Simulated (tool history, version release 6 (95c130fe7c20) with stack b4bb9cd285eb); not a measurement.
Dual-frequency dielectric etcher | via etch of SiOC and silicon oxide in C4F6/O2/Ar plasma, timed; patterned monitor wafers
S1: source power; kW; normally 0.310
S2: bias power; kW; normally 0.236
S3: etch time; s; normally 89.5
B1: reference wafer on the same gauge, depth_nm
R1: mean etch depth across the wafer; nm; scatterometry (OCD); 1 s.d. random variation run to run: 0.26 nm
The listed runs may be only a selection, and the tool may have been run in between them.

| run | hour | S1 | S2 | S3 | B1 | R1 |
|---|---|---|---|---|---|---|
| 1 | 0.0 | 0.310 | 0.214 | 77.0 | 84.1 | 77.3 |
| 2 | 8.3 | 0.310 | 0.214 | 77.0 | 84.1 | 77.3 |
| 3 | 22.2 | 0.310 | 0.214 | 77.0 | 84.1 | 77.4 |
| 4 | 33.1 | 0.310 | 0.213 | 89.5 | 84.1 | 89.7 |
| 5 | 44.9 | 0.310 | 0.213 | 89.5 | 84.1 | 89.9 |
| 6 | 62.0 | 0.280 | 0.236 | 89.5 | 84.1 | 87.8 |
|  | 86.1 | wet clean of the chamber |
|  | 88.7 | upper electrode replaced |
| 7 | 89.2 | 0.310 | 0.236 | 89.5 | 84.1 | 92.2 |
| 8 | 89.5 | 0.310 | 0.236 | 89.5 | 84.1 | 91.9 |
|  | 99.1 | bias power generator calibrated |
| 9 | 99.6 | 0.310 | 0.236 | 89.5 | 84.1 | 91.6 |
|  | 113.4 | source power generator calibrated |
| 10 | 115.0 | 0.310 | 0.236 | 89.5 | 84.1 | 91.9 |
|  | 116.7 | gauge calibrated |
| 11 | 127.3 | 0.380 | 0.212 | 100.0 | 84.1 | 110.0 |
| 12 | 141.5 | 0.310 | 0.278 | 101.0 | 84.1 | 108.8 |
| 13 | 161.3 | 0.290 | 0.189 | 89.5 | 84.1 | 84.2 |
| 14 | 173.6 | 0.240 | 0.190 | 89.5 | 84.1 | 76.8 |
| 15 | 184.5 | 0.280 | 0.221 | 62.5 | 84.1 | 60.4 |
| 16 | 199.9 | 0.310 | 0.236 | 89.5 | 84.1 | 92.5 |
| 17 | 209.2 | 0.230 | 0.272 | 116.0 | 84.1 | 107.9 |
| 18 | 223.2 | 0.310 | 0.286 | 89.5 | 84.1 | 97.3 |

What the log doesn't show, run by run:
etch rate over this chamber's usual, %: 0 in every run
source power that arrives over what is set, %: 0 in every run
bias power that arrives over what is set, %: 0 in every run
gauge reads high (%): 0 in every run
